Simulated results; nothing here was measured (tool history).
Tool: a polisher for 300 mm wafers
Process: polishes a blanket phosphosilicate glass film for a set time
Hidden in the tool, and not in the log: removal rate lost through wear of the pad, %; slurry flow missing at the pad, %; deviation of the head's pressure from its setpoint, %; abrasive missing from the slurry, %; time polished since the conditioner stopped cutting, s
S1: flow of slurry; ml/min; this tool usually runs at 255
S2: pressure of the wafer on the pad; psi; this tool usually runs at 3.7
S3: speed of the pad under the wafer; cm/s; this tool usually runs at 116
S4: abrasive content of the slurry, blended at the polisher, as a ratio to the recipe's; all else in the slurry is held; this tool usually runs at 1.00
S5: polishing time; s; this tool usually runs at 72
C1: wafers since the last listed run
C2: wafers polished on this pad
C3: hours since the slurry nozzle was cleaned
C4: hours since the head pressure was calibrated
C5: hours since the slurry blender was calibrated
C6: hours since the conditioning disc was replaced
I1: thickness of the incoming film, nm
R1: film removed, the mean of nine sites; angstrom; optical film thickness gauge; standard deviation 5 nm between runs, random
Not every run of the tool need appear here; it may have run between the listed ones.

| run | day | S1 | S2 | S3 | S4 | S5 | C1 | C2 | C3 | C4 | C5 | C6 | I1 | R1 |
|---|---|---|---|---|---|---|---|---|---|---|---|---|---|---|
| 1 | 0.000 | 255 | 3.7 | 116 | 1.00 | 65 | 0 | 1509 | 706.2 | 676.6 | 205.4 | 189.8 | 2399.1 | 6232 |
| 2 | 2.267 | 255 | 3.7 | 116 | 1.00 | 72 | 455 | 1965 | 760.6 | 731.0 | 259.8 | 244.2 | 2399.2 | 6929 |
|  | 3.708 | slurry nozzle cleaned |
| 3 | 5.104 | 255 | 3.7 | 116 | 1.00 | 72 | 562 | 2528 | 33.5 | 799.1 | 327.9 | 312.3 | 2356.0 | 6853 |
| 4 | 6.750 | 255 | 3.7 | 116 | 1.00 | 72 | 331 | 2859 | 73.0 | 838.6 | 367.4 | 351.8 | 2365.1 | 6762 |
| 5 | 17.425 | 255 | 3.7 | 116 | 0.90 | 72 | 2147 | 5006 | 329.2 | 1094.8 | 623.6 | 608.0 | 2373.7 | 6349 |
|  | 19.242 | worn pad replaced by a new one |
| 6 | 20.404 | 255 | 3.1 | 116 | 1.10 | 93 | 565 | 233 | 400.7 | 1166.3 | 695.1 | 679.5 | 2368.8 | 7698 |
|  | 20.896 | conditioning disc replaced and pad reconditioned |
| 7 | 21.933 | 255 | 3.7 | 116 | 1.00 | 72 | 290 | 524 | 437.4 | 1203.0 | 731.8 | 24.9 | 2357.2 | 7273 |
|  | 23.779 | slurry blender recalibrated |
| 8 | 25.971 | 255 | 4.7 | 116 | 1.20 | 93 | 795 | 1319 | 534.3 | 1299.9 | 52.6 | 121.8 | 2356.1 | 12450 |
| 9 | 29.496 | 255 | 3.7 | 92 | 1.00 | 72 | 709 | 2028 | 618.9 | 1384.5 | 137.2 | 206.4 | 2338.3 | 5796 |
| 10 | 32.617 | 210 | 3.1 | 116 | 1.00 | 79 | 627 | 2656 | 693.8 | 1459.4 | 212.1 | 281.3 | 2364.1 | 6189 |
|  | 34.888 | slurry nozzle cleaned |
|  | 35.367 | head pressure recalibrated |
| 11 | 35.900 | 225 | 4.2 | 150 | 1.00 | 53 | 635 | 3291 | 24.3 | 12.8 | 290.9 | 360.1 | 2316.0 | 6700 |
| 12 | 39.088 | 255 | 3.7 | 116 | 1.00 | 72 | 641 | 3932 | 100.8 | 89.3 | 367.4 | 436.6 | 2334.5 | 6746 |
| 13 | 42.212 | 255 | 3.7 | 116 | 1.00 | 72 | 628 | 4561 | 175.8 | 164.3 | 442.4 | 511.6 | 2340.6 | 6770 |
| 14 | 46.550 | 275 | 3.7 | 116 | 1.00 | 72 | 872 | 5434 | 279.9 | 268.4 | 546.5 | 615.7 | 2379.9 | 6779 |
|  | 47.325 | worn pad replaced by a new one |
| 15 | 48.496 | 255 | 3.7 | 116 | 1.00 | 72 | 357 | 235 | 326.6 | 315.1 | 593.2 | 662.4 | 2364.2 | 6723 |
|  | 49.646 | conditioning disc replaced and pad reconditioned |
| 16 | 52.142 | 255 | 3.7 | 116 | 1.00 | 72 | 716 | 952 | 414.1 | 402.6 | 680.7 | 59.9 | 2346.5 | 7197 |
| 17 | 55.833 | 315 | 3.7 | 116 | 0.85 | 72 | 742 | 1694 | 502.7 | 491.2 | 769.3 | 148.5 | 2352.0 | 6543 |
|  | 56.825 | slurry blender recalibrated |
| 18 | 58.325 | 200 | 3.7 | 78 | 1.15 | 80 | 484 | 2179 | 562.5 | 551.0 | 36.0 | 208.3 | 2366.4 | 5844 |
| 19 | 60.554 | 255 | 3.7 | 116 | 1.00 | 72 | 448 | 2627 | 616.0 | 604.5 | 89.5 | 261.8 | 2361.0 | 6914 |
| 20 | 64.979 | 255 | 3.7 | 116 | 1.00 | 72 | 890 | 3517 | 722.2 | 710.7 | 195.7 | 368.0 | 2337.4 | 6790 |
|  | 66.079 | slurry nozzle cleaned |
| 21 | 68.779 | 255 | 3.7 | 116 | 1.15 | 64 | 755 | 4273 | 64.8 | 801.9 | 286.9 | 459.2 | 2314.7 | 6348 |
| 22 | 70.646 | 255 | 4.4 | 116 | 1.00 | 72 | 375 | 4649 | 109.6 | 846.7 | 331.7 | 504.0 | 2386.4 | 7928 |
| 23 | 72.562 | 210 | 3.7 | 116 | 1.00 | 72 | 385 | 5034 | 155.6 | 892.7 | 377.7 | 550.0 | 2371.1 | 6632 |
| 24 | 74.429 | 220 | 3.0 | 100 | 1.00 | 80 | 375 | 5410 | 200.4 | 937.5 | 422.5 | 594.8 | 2354.8 | 5450 |
|  | 75.246 | worn pad replaced by a new one |
| 25 | 76.408 | 255 | 3.7 | 134 | 1.00 | 72 | 364 | 233 | 247.9 | 985.0 | 470.0 | 642.3 | 2392.0 | 7387 |
|  | 77.383 | conditioning disc replaced and pad reconditioned |
| 26 | 87.225 | 255 | 3.7 | 116 | 0.70 | 72 | 2158 | 2392 | 507.5 | 1244.6 | 729.6 | 236.2 | 2354.4 | 5716 |

3 options for the next run, each taken on its own from the tool as it stands now. Forecast them:
| A | 87.246 | 255 | 3.7 | 116 | 1.00 | 72 | 4 | 2396 | 508.0 | 1245.1 | 730.1 | 236.7 | 2379.3 | ? |
| B | 87.246 | 180 | 3.7 | 146 | 0.80 | 72 | 4 | 2396 | 508.0 | 1245.1 | 730.1 | 236.7 | 2379.3 | ? |
| C | 87.246 | 320 | 3.7 | 116 | 0.90 | 72 | 4 | 2396 | 508.0 | 1245.1 | 730.1 | 236.7 | 2379.3 | ? |

| run | R1 |
|---|---|
| A | 6885 |
| B | 6951 |
| C | 6699 |
With the hidden condition removed and each run's random variation left untouched, the same runs would have given:
| run | R1 |
|---|---|
| A | 7329 |
| B | 7503 |
| C | 7130 |

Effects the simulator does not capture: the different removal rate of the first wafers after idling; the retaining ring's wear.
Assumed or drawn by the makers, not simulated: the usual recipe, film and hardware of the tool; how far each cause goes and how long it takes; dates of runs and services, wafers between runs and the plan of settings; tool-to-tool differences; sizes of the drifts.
